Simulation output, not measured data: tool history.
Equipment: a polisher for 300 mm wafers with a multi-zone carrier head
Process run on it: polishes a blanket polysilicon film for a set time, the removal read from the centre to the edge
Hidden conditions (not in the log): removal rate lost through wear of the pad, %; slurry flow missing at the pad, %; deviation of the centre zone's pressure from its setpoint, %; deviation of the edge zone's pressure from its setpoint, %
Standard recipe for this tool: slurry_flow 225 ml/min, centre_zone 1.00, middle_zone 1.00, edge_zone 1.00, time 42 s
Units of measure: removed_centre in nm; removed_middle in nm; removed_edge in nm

run   hour  slurry_flow  centre_zone  middle_zone  edge_zone  time  wafers since the last listed run  wafers polished on this pad  hours since the slurry nozzle was cleaned  hours since the centre zone pressure was calibrated  hours since the edge zone pressure was calibrated  hours since the carrier head's membrane was replaced  incoming thickness of the incoming film, nm  removed_centre  removed_middle  removed_edge
  1    0.0          225         1.09         1.00       0.96    37                                 0                         1656                                      224.1                                                105.7                                              985.0                                                1861.5                                       2295.7           156.7           162.1         166.2
      15.8  -- carrier head's membrane replaced by a new one
  2   28.9          225         1.00         1.00       1.00    42                               200                         1856                                      253.0                                                134.6                                             1013.9                                                  13.1                                       2256.7           168.1           184.8         192.5
      41.7  -- worn pad replaced by a new one
  3   46.5          225         1.00         1.00       1.00    42                               113                           40                                      270.6                                                152.2                                             1031.5                                                  30.7                                       2299.3           165.9           182.5         187.9
  4   59.4          290         1.00         1.00       1.00    42                               107                          148                                      283.5                                                165.1                                             1044.4                                                  43.6                                       2345.1           171.2           190.3         195.1
      70.2  -- centre zone pressure recalibrated, repeated, since the last time left the tool worse
  5   93.0          225         1.00         1.00       1.00    42                               264                          412                                      317.1                                                 22.8                                             1078.0                                                  77.2                                       2252.8           192.3           185.6         190.4
  6  108.4          225         1.00         1.00       1.00    42                               128                          541                                      332.5                                                 38.2                                             1093.4                                                  92.6                                       2296.9           193.2           183.4         192.9
  7  133.6          225         1.06         1.06       1.05    42                               210                          752                                      357.7                                                 63.4                                             1118.6                                                 117.8                                       2267.6           207.2           195.0         196.0
  8  150.2          305         1.00         1.00       1.00    47                               138                          891                                      374.3                                                 80.0                                             1135.2                                                 134.4                                       2322.4           225.1           212.7         211.6
     163.7  -- edge zone pressure recalibrated
  9  181.1          225         1.00         1.00       1.00    42                               241                         1133                                      405.2                                                110.9                                               17.4                                                 165.3                                       2308.5           195.4           184.6         196.2
 10  210.5          225         1.09         0.95       1.09    36                               246                         1379                                      434.6                                                140.3                                               46.8                                                 194.7                                       2342.0           182.8           149.7         168.9
     222.2  -- slurry nozzle cleaned
 11  222.6          225         1.04         1.00       1.00    36                                92                         1472                                        0.4                                                152.4                                               58.9                                                 206.8                                       2272.6           175.2           156.6         161.2
 12  243.0          225         1.00         1.00       1.00    42                               170                         1643                                       20.8                                                172.8                                               79.3                                                 227.2                                       2273.6           196.2           182.8         189.4
     252.6  -- worn pad replaced by a new one
 13  303.8          200         1.00         1.00       0.91    47                               475                          428                                       81.6                                                233.6                                              140.1                                                 288.0                                       2287.7           217.1           202.4         204.0
 14  321.9          225         1.00         1.04       1.09    50                               151                          579                                       99.7                                                251.7                                              158.2                                                 306.1                                       2280.2           235.1           224.1         232.0
 15  341.7          225         1.00         1.06       1.00    42                               165                          745                                      119.5                                                271.5                                              178.0                                                 325.9                                       2311.8           196.7           194.2         191.8
 16  380.6          225         1.00         1.00       1.00    32                               325                         1071                                      158.4                                                310.4                                              216.9                                                 364.8                                       2294.3           149.6           141.2         144.8
 17  395.8          280         0.96         0.90       1.00    36                               127                         1198                                      173.6                                                325.6                                              232.1                                                 380.0                                       2289.9           170.7           148.1         167.5
 18  409.6          225         1.00         1.00       1.00    35                               115                         1313                                      187.4                                                339.4                                              245.9                                                 393.8                                       2338.3           169.4           153.4         161.7
 19  423.5          225         1.00         1.00       1.00    42                               116                         1430                                      201.3                                                353.3                                              259.8                                                 407.7                                       2330.9           202.0           184.0         191.5
     452.9  -- worn pad replaced by a new one
 20  453.8          225         1.00         1.00       1.00    42                               220                            7                                      231.6                                                383.6                                              290.1                                                 438.0                                       2316.5           202.3           185.3         190.6
 21  479.9          225         1.00         1.00       1.00    42                               218                          225                                      257.7                                                409.7                                              316.2                                                 464.1                                       2291.1           202.8           183.4         191.4
 22  494.6          225         1.00         1.00       1.00    57                               123                          348                                      272.4                                                424.4                                              330.9                                                 478.8                                       2340.7           270.2           250.8         257.3
 23  520.8          225         1.00         0.89       1.00    53                               219                          568                                      298.6                                                450.6                                              357.1                                                 505.0                                       2254.0           258.5           210.4         238.5

The tool's hidden state at each run:
removal rate lost through wear of the pad, %: 0 on each run
slurry flow missing at the pad, %: 0 on each run
deviation of the edge zone's pressure from its setpoint, %: 0 on each run
H1: deviation of the centre zone's pressure from its setpoint, %
run      H1
  1   -13.4
  2   -12.9
  3   -12.6
  4   -12.4
  5  0.0908
  6   0.457
  7    1.02
  8    1.37
  9    1.97
 10     2.5
 11     2.7
 12    3.03
 13    3.89
 14    4.12
 15    4.35
 16    4.78
 17    4.93
 18    5.06
 19    5.19
 20    5.45
 21    5.66
 22    5.77
 23    5.95
